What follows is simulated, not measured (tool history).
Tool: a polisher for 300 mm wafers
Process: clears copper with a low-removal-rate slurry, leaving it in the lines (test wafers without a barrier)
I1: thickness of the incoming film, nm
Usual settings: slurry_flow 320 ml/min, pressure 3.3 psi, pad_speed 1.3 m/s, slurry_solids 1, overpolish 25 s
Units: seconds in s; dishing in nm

{"run": 1, "hour": 0.0, "slurry_flow": 320, "pressure": 3.3, "pad_speed": 1.54, "slurry_solids": 1, "overpolish": 25, "I1": 340.8, "seconds": 51, "dishing": 100.9}
{"run": 2, "hour": 25.0, "slurry_flow": 320, "pressure": 3.3, "pad_speed": 1.54, "slurry_solids": 1, "overpolish": 25, "I1": 338.7, "seconds": 52.7, "dishing": 98.6}
{"run": 3, "hour": 48.4, "slurry_flow": 320, "pressure": 3.3, "pad_speed": 1.44, "slurry_solids": 1.25, "overpolish": 25, "I1": 336.2, "seconds": 53.4, "dishing": 98.5}
{"run": 4, "hour": 73.3, "slurry_flow": 320, "pressure": 3.3, "pad_speed": 1.3, "slurry_solids": 1.1, "overpolish": 25, "I1": 347.4, "seconds": 63.9, "dishing": 87.8}
{"hour": 78.7, "done": "slurry nozzle cleaned"}
{"run": 5, "hour": 89.3, "slurry_flow": 425, "pressure": 2.4, "pad_speed": 1.3, "slurry_solids": 1, "overpolish": 25, "I1": 338.2, "seconds": 82.9, "dishing": 69.8}
{"hour": 99.7, "done": "slurry blender recalibrated"}
{"run": 6, "hour": 183.3, "slurry_flow": 230, "pressure": 3.3, "pad_speed": 1.44, "slurry_solids": 1, "overpolish": 14, "I1": 337.8, "seconds": 57.1, "dishing": 58}
{"run": 7, "hour": 209.3, "slurry_flow": 280, "pressure": 2.9, "pad_speed": 1.3, "slurry_solids": 1, "overpolish": 25, "I1": 338.9, "seconds": 71, "dishing": 77.8}
{"hour": 214.0, "done": "worn pad replaced by a new one"}
{"run": 8, "hour": 225.8, "slurry_flow": 320, "pressure": 3.9, "pad_speed": 0.92, "slurry_solids": 1, "overpolish": 25, "I1": 338, "seconds": 74.6, "dishing": 77.7}
{"run": 9, "hour": 261.4, "slurry_flow": 320, "pressure": 3.3, "pad_speed": 0.86, "slurry_solids": 1, "overpolish": 16, "I1": 340.3, "seconds": 91.6, "dishing": 43.8}
{"run": 10, "hour": 289.1, "slurry_flow": 320, "pressure": 3.3, "pad_speed": 1.3, "slurry_solids": 1, "overpolish": 25, "I1": 337.4, "seconds": 61.6, "dishing": 89.2}
{"run": 11, "hour": 312.1, "slurry_flow": 235, "pressure": 3.3, "pad_speed": 1.3, "slurry_solids": 1, "overpolish": 14, "I1": 341.8, "seconds": 64.7, "dishing": 53.3}
{"hour": 319.3, "done": "head pressure recalibrated"}
{"run": 12, "hour": 337.0, "slurry_flow": 320, "pressure": 3.3, "pad_speed": 1.3, "slurry_solids": 1, "overpolish": 25, "I1": 335, "seconds": 61.9, "dishing": 85.5}
{"run": 13, "hour": 418.0, "slurry_flow": 320, "pressure": 3.3, "pad_speed": 0.88, "slurry_solids": 1.3, "overpolish": 25, "I1": 346.5, "seconds": 90.5, "dishing": 66.1}
{"run": 14, "hour": 439.9, "slurry_flow": 320, "pressure": 3.3, "pad_speed": 1.3, "slurry_solids": 1, "overpolish": 25, "I1": 342.6, "seconds": 65, "dishing": 85.7}
{"run": 15, "hour": 467.0, "slurry_flow": 430, "pressure": 3.7, "pad_speed": 1.3, "slurry_solids": 0.85, "overpolish": 13, "I1": 339.4, "seconds": 60.4, "dishing": 53.5}
{"run": 16, "hour": 484.8, "slurry_flow": 320, "pressure": 3.3, "pad_speed": 1.3, "slurry_solids": 1, "overpolish": 33, "I1": 336.2, "seconds": 68.1, "dishing": 98.3}
{"hour": 494.5, "done": "slurry nozzle cleaned"}
{"run": 17, "hour": 502.6, "slurry_flow": 320, "pressure": 3.3, "pad_speed": 1.3, "slurry_solids": 1, "overpolish": 25, "I1": 341.1, "seconds": 62.2, "dishing": 88.4}
{"hour": 538.4, "done": "slurry blender recalibrated"}
{"hour": 543.9, "done": "worn pad replaced by a new one"}
{"run": 18, "hour": 562.8, "slurry_flow": 430, "pressure": 3.3, "pad_speed": 1.3, "slurry_solids": 1, "overpolish": 32, "I1": 340.2, "seconds": 60.6, "dishing": 107.7}
{"run": 19, "hour": 593.7, "slurry_flow": 320, "pressure": 3.3, "pad_speed": 1.3, "slurry_solids": 1, "overpolish": 25, "I1": 337.1, "seconds": 60.6, "dishing": 88.1}
{"run": 20, "hour": 613.7, "slurry_flow": 360, "pressure": 3.3, "pad_speed": 1.3, "slurry_solids": 1, "overpolish": 25, "I1": 334.9, "seconds": 60.8, "dishing": 92.7}
{"run": 21, "hour": 641.4, "slurry_flow": 320, "pressure": 3.3, "pad_speed": 1.58, "slurry_solids": 1, "overpolish": 31, "I1": 335.4, "seconds": 50.1, "dishing": 118.7}
{"hour": 714.9, "done": "head pressure recalibrated"}
{"run": 22, "hour": 725.1, "slurry_flow": 320, "pressure": 3.3, "pad_speed": 1.3, "slurry_solids": 1, "overpolish": 25, "I1": 346.4, "seconds": 64.3, "dishing": 87.7}
{"run": 23, "hour": 753.3, "slurry_flow": 320, "pressure": 4, "pad_speed": 0.88, "slurry_solids": 1, "overpolish": 25, "I1": 345.1, "seconds": 80.2, "dishing": 75.4}
{"hour": 832.6, "done": "worn pad replaced by a new one"}
{"run": 24, "hour": 844.3, "slurry_flow": 375, "pressure": 3.3, "pad_speed": 1.62, "slurry_solids": 1, "overpolish": 25, "I1": 342.9, "seconds": 53, "dishing": 102.5}
{"run": 25, "hour": 879.1, "slurry_flow": 320, "pressure": 2.6, "pad_speed": 1.3, "slurry_solids": 1, "overpolish": 25, "I1": 337.6, "seconds": 82.6, "dishing": 68.6}
{"hour": 896.7, "done": "slurry nozzle cleaned"}
{"run": 26, "hour": 910.8, "slurry_flow": 320, "pressure": 3.3, "pad_speed": 1.02, "slurry_solids": 0.7, "overpolish": 25, "I1": 347.6, "seconds": 87, "dishing": 68.8}
{"run": 27, "hour": 936.6, "slurry_flow": 320, "pressure": 2.3, "pad_speed": 1.6, "slurry_solids": 0.7, "overpolish": 25, "I1": 342.3, "seconds": 78.7, "dishing": 71.7}

Forecast each of these 5 alternatives for the next run:
{"run": "A", "hour": 937.1, "slurry_flow": 320, "pressure": 3.3, "pad_speed": 1.66, "slurry_solids": 1, "overpolish": 25, "I1": 338, "seconds": "?", "dishing": "?"}
{"run": "B", "hour": 937.1, "slurry_flow": 320, "pressure": 3.3, "pad_speed": 1.6, "slurry_solids": 1.3, "overpolish": 25, "I1": 338, "seconds": "?", "dishing": "?"}
{"run": "C", "hour": 937.1, "slurry_flow": 265, "pressure": 3.3, "pad_speed": 0.92, "slurry_solids": 0.8, "overpolish": 25, "I1": 338, "seconds": "?", "dishing": "?"}
{"run": "D", "hour": 937.1, "slurry_flow": 410, "pressure": 3.3, "pad_speed": 1.3, "slurry_solids": 1, "overpolish": 25, "I1": 338, "seconds": "?", "dishing": "?"}
{"run": "E", "hour": 937.1, "slurry_flow": 320, "pressure": 3.3, "pad_speed": 1.3, "slurry_solids": 0.8, "overpolish": 21, "I1": 338, "seconds": "?", "dishing": "?"}

run=A seconds=49.1 dishing=105.9
run=B seconds=47.6 dishing=108.2
run=C seconds=95.9 dishing=63.7
run=D seconds=61.5 dishing=90.3
run=E seconds=66.6 dishing=74.4
Without the tool's hidden state the same runs would have given:
run=A seconds=49 dishing=106
run=B seconds=47.5 dishing=108.3
run=C seconds=95.8 dishing=63.8
run=D seconds=61.4 dishing=90.4
run=E seconds=66.5 dishing=74.5

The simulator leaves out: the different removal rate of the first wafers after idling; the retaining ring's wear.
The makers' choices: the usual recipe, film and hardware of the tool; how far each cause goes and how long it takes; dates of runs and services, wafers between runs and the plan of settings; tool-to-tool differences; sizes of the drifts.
